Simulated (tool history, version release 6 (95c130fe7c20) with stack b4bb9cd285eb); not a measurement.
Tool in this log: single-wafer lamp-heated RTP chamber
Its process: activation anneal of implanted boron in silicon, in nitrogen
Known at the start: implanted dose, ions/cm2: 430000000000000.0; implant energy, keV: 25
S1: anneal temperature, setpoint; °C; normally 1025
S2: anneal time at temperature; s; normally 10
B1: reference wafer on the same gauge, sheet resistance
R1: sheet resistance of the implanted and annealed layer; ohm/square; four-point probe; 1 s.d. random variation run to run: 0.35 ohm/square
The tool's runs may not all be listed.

| run | hour | S1 | S2 | B1 | R1 |
|---|---|---|---|---|---|
| 1 | 0 | 1025 | 10 | 224.97 | 230.47 |
| 2 | 20.1 | 1025 | 13 | 224.95 | 230.16 |
| 3 | 36 | 1025 | 13 | 224.97 | 230.02 |
| 4 | 65.2 | 1025 | 13 | 225.07 | 230.21 |
| 5 | 97.6 | 1025 | 10 | 225.01 | 230.14 |
|  | 105.8 | pyrometer window cleaned and pyrometer calibrated |
| 6 | 131.3 | 1048 | 10 | 224.98 | 227.84 |
| 7 | 148.5 | 1048 | 10 | 224.96 | 228 |
| 8 | 174.6 | 1048 | 10 | 224.93 | 227.68 |
| 9 | 200.7 | 1025 | 10 | 224.91 | 229.61 |
| 10 | 225.5 | 1025 | 8 | 224.99 | 230.27 |
| 11 | 250.8 | 1025 | 8 | 225.01 | 230.12 |
| 12 | 275.8 | 1025 | 10 | 225.02 | 229.31 |
| 13 | 292.4 | 1025 | 7 | 225.02 | 229.79 |
|  | 316.4 | pyrometer window cleaned and pyrometer calibrated, repeated, since the last time left the tool worse |
| 14 | 325.6 | 1025 | 10 | 224.99 | 230.88 |
| 15 | 342.5 | 1035 | 5 | 225.03 | 231.54 |
| 16 | 358.4 | 1038 | 14 | 225.02 | 229.01 |
| 17 | 394.3 | 995 | 6 | 225.01 | 242 |
| 18 | 415.4 | 1050 | 8 | 225.01 | 228.49 |
|  | 438.5 | reflector plate cleaned |
| 19 | 444.6 | 1039 | 15 | 225 | 228.88 |
| 20 | 478.1 | 1042 | 14 | 224.98 | 228.15 |
| 21 | 490.7 | 1017 | 15 | 224.98 | 230.43 |
| 22 | 510.6 | 1025 | 16 | 224.96 | 229.42 |
|  | 538.3 | gauge calibrated |
| 23 | 543.9 | 1007 | 10 | 225.02 | 233.09 |
|  | 560.9 | pyrometer window cleaned and pyrometer calibrated |
| 24 | 575 | 998 | 5 | 225.05 | 241.76 |
| 25 | 594 | 1025 | 10 | 225 | 231.01 |
| 26 | 607.8 | 999 | 14 | 225.04 | 237.15 |
| 27 | 620.8 | 1015 | 4 | 224.97 | 235.26 |
| 28 | 652.6 | 1044 | 14 | 224.98 | 228.05 |
| 29 | 677.1 | 1004 | 6 | 224.95 | 237.43 |
|  | 765.6 | pyrometer window cleaned and pyrometer calibrated |
| 30 | 778.7 | 1025 | 10 | 225.03 | 231.29 |
| 31 | 809.2 | 999 | 15 | 225.04 | 235.78 |
| 32 | 822.8 | 1001 | 10 | 225.09 | 237.14 |
| 33 | 843.2 | 1025 | 10 | 225.04 | 231.19 |
| 34 | 856.9 | 1002 | 12 | 224.95 | 235.51 |
| 35 | 880.1 | 1025 | 10 | 224.99 | 230.86 |
| 36 | 909.1 | 1025 | 10 | 224.98 | 231.4 |

Below, each run's measurement less what the same run would have read without the hidden state. Both values contain the same run-to-run variation, but the gauge's scatter may not be the same in both:
The tool's hidden condition here consists of: true wafer temperature minus pyrometer reading, K; wafer temperature error from the tarnished reflector plate, K; gauge reads high (%).
| run | R1 |
|---|---|
| 1 | -0.28 |
| 2 | -0.35 |
| 3 | -0.41 |
| 4 | -0.57 |
| 5 | -0.79 |
| 6 | -0.61 |
| 7 | -0.62 |
| 8 | -0.64 |
| 9 | -1.37 |
| 10 | -1.52 |
| 11 | -1.6 |
| 12 | -1.61 |
| 13 | -1.84 |
| 14 | -0.16 |
| 15 | -0.14 |
| 16 | -0.11 |
| 17 | -1.24 |
| 18 | -0.15 |
| 19 | -0.27 |
| 20 | -0.33 |
| 21 | -0.82 |
| 22 | -0.72 |
| 23 | -2.15 |
| 24 | -0.36 |
| 25 | -0.1 |
| 26 | -0.38 |
| 27 | -0.29 |
| 28 | -0.12 |
| 29 | -0.98 |
| 30 | -0.14 |
| 31 | -0.49 |
| 32 | -0.59 |
| 33 | -0.25 |
| 34 | -0.77 |
| 35 | -0.37 |
| 36 | -0.5 |

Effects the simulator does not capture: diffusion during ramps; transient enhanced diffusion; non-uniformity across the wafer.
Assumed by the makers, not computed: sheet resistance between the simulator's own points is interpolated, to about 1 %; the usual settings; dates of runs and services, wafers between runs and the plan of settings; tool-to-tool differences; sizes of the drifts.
